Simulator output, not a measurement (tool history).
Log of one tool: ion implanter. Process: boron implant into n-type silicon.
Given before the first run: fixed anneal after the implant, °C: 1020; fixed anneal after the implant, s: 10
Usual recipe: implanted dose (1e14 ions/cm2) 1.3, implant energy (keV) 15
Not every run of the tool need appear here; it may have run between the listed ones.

run	day	implanted dose (1e14 ions/cm2)	implant energy (keV)	wafers since the last listed run	hours since the last dose calibration	hours since the extraction supply was calibrated	hours since the gauge calibration	read-back reference wafer on the same gauge, sheet resistance	sheet resistance of the implanted and annealed layer (ohm/square)
1	0	1.3	15	0	387.5	2710.4	1164.7	647.37	666.82
2	9	1.3	15	6207	603.5	2926.4	1380.7	647.94	662.26
3	12.925	1.21	13.5	2706	697.7	3020.6	1474.9	646.48	727.43
4	14.567	1.21	13.5	1132	737.1	3060	1514.3	649.18	721.05
5	17.738	1.21	13.5	2186	813.2	3136.1	1590.4	647.03	718.93
6	19.879	1.21	15	1477	864.6	3187.5	1641.8	647.97	708.89
7	22.3	1.3	15	1669	922.7	3245.6	1699.9	647.54	673.84
8	23.821	1.3	15	1048	959.2	3282.1	1736.4	648.04	666.81
9	26.25	1.05	15	1675	1017.5	3340.4	1794.7	648.62	786.45
10	28.4	1.05	15	1482	1069.1	3392	1846.3	648.22	790.86
11	31.292	1.3	15	1994	1138.5	3461.4	1915.7	648.12	670.8
12	33.5	1.3	15	1523	1191.5	3514.4	1968.7	648.64	679.14
13	36.6	1.3	15	2137	1265.9	3588.8	2043.1	648.9	673.57
14	39.283	1.3	15	1850	1330.3	3653.2	2107.5	648.67	667.02
15	42.838	1.3	15	2451	1415.6	3738.5	2192.8	648.48	682.29
# day 52.129: gauge calibrated
16	53.046	1.3	15	7040	1660.6	3983.5	22	646.87	679.38
17	55.388	1.3	15	1614	1716.8	4039.7	78.2	647.67	675.43
18	57.712	0.91	15	1603	1772.6	4095.5	134	649.94	893.02
19	61.446	1.13	19.5	2574	1862.2	4185.1	223.6	647.58	725.28
20	64.446	1.3	15	2069	1934.2	4257.1	295.6	648.67	671.23
# day 65.592: Faraday cup replaced and dose calibrated
21	67.567	1.02	16.5	1922	47.4	4332	370.5	647.23	779.75
22	69.967	1.14	18.5	1655	105	4389.6	428.1	647.72	705.15
23	72.033	1.3	15	1425	154.6	4439.2	477.7	649.31	659.71
24	76.529	1.12	18.5	3100	262.5	4547.1	585.6	648.15	721.57
25	80.162	1.01	12.5	2505	349.7	4634.3	672.8	646.47	824.86
# day 81.154: extraction supply calibrated
26	84.162	1.44	17.5	2528	445.7	72.2	768.8	647.59	603.64
27	86.267	1.3	18.5	1451	496.2	122.7	819.3	647.98	646.3
28	88.729	0.99	20	1698	555.3	181.8	878.4	649.16	784.46
29	92.729	1.3	15	2758	651.3	277.8	974.4	646.93	666.09
30	94.442	0.91	15	1181	692.4	318.9	1015.5	646.92	883.78
31	99.871	1.13	19.5	3744	822.7	449.2	1145.8	646.59	719.98
32	102.383	1.3	11.5	1732	883	509.5	1206.1	649.28	700.93

4 ways to go on from here, each from the tool as it stands after run 32. What would each give?
A	102.4	1.55	15	11	883.4	509.9	1206.5	?	?
B	102.4	0.92	19.5	11	883.4	509.9	1206.5	?	?
C	102.4	1.19	18	11	883.4	509.9	1206.5	?	?
D	102.4	1.52	10.5	11	883.4	509.9	1206.5	?	?

run	read-back reference wafer on the same gauge, sheet resistance	sheet resistance of the implanted and annealed layer (ohm/square)
A	649.29	580.98
B	649.29	834.12
C	649.29	697.27
D	649.29	618.12
Had the tool no hidden state, the same runs would have come out as:
run	sheet resistance of the implanted and annealed layer (ohm/square)
A	558.32
B	804.66
C	671.19
D	594.08
